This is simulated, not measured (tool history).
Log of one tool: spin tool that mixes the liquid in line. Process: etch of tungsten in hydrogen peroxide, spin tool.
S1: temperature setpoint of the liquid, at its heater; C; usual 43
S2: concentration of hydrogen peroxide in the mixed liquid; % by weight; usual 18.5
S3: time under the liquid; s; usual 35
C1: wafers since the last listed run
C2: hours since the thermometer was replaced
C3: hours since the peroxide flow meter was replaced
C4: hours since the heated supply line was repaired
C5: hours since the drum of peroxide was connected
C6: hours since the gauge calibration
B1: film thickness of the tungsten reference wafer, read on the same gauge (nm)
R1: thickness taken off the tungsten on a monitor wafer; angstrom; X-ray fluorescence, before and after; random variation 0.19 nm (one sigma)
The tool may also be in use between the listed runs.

run	day	S1	S2	S3	C1	C2	C3	C4	C5	C6	B1	R1
1	0	43	20	45	0	942.3	322.4	1409.2	952.6	1325.3	100.01	254.1
2	2.496	43	18.5	35	690	1002.2	382.3	1469.1	1012.5	1385.2	100.01	188.7
3	6.075	43	18.5	35	990	1088.1	468.2	1555	1098.4	1471.1	100.01	188.4
4	8.425	43	18.5	35	650	1144.5	524.6	1611.4	1154.8	1527.5	100	184.3
5	12	40	18.5	35	989	1230.3	610.4	1697.2	1240.6	1613.3	99.98	154.9
# day 15.296: peroxide flow meter replaced
6	15.746	43	18.5	25	1025	1320.2	10.8	1787.1	1330.5	1703.2	99.97	133.6
# day 18.183: new drum of peroxide connected
7	18.533	43	18.5	25	759	1387.1	77.7	1854	8.4	1770.1	100.03	130.7
8	22.338	43	22.5	50	1052	1478.4	169	1945.3	99.7	1861.4	100.02	286.5
# day 22.571: thermometer replaced
9	24.246	43	18.5	35	516	40.2	214.8	1991.1	145.5	1907.2	100	187.7
10	26.65	43	15	35	665	97.9	272.5	2048.8	203.2	1964.9	100	165.4
11	30.462	47	22.5	35	1055	189.4	364	2140.3	294.7	2056.4	100.02	259.8
12	34.908	43	21	45	1230	296.1	470.7	2247	401.4	2163.1	100.02	251.6
13	36.746	46.5	14	35	508	340.2	514.8	2291.1	445.5	2207.2	99.98	196.9
14	39.338	33.5	16	35	717	402.4	577	2353.3	507.7	2269.4	100.04	90.2
15	42.333	48.5	18.5	35	829	474.3	648.9	2425.2	579.6	2341.3	99.99	256.6
# day 45.921: gauge calibrated
16	46.833	43	18.5	35	1245	582.3	756.9	2533.2	687.6	21.9	100.01	178.8
# day 48.792: peroxide flow meter replaced
# day 57.612: heated supply line repaired
17	60.288	35	14	30	3700	905.2	275.9	64.2	1010.5	344.8	99.99	85.7
18	62.617	43	18.5	35	644	961.1	331.8	120.1	1066.4	400.7	99.96	196.2
19	66.538	35.5	23.5	25	1084	1055.2	425.9	214.2	1160.5	494.8	100.03	96.8
20	71.562	43	18.5	35	1390	1175.8	546.5	334.8	1281.1	615.4	99.98	195.2
# day 73.017: new drum of peroxide connected
21	75.275	43	14.5	35	1015	1264.9	635.6	423.9	54.2	704.5	100.04	170.7
22	77.767	43	21	35	689	1324.7	695.4	483.7	114	764.3	99.98	204.5
# day 80.529: peroxide flow meter replaced
23	81.525	43	18.5	35	1028	1414.9	23.9	573.9	204.2	854.5	100.01	191.7
24	84.846	43	18.5	35	918	1494.6	103.6	653.6	283.9	934.2	100.03	191
25	87.238	43	24	35	661	1552	161	711	341.3	991.6	99.99	220.6

Hidden state or all else? Some run-to-run changes of R1, split into what the settings, what came in and random variation would give without the hidden state, and what is left for the hidden state (with any gauge scatter that isn't in both results):
The hidden state here: liquid colder than its thermometer reads (K); peroxide flow above the setpoint (%); temperature lost on the way to the wafer (K); peroxide weaker than its label (%); gauge reads high (%).
Run 7 -> 8: S2 18.5 -> 22.5, S3 25 -> 50. R1 +155.8 angstrom: hidden state -13.2, all else +169.
Run 14 -> 15: S1 33.5 -> 48.5, S2 16 -> 18.5. R1 +166.4 angstrom: hidden state -15.8, all else +182.2.
Run 16 -> 17: S1 43 -> 35, S2 18.5 -> 14, S3 35 -> 30, peroxide flow meter replaced, heated supply line repaired. R1 -93.1 angstrom: hidden state +18.3, all else -111.4.

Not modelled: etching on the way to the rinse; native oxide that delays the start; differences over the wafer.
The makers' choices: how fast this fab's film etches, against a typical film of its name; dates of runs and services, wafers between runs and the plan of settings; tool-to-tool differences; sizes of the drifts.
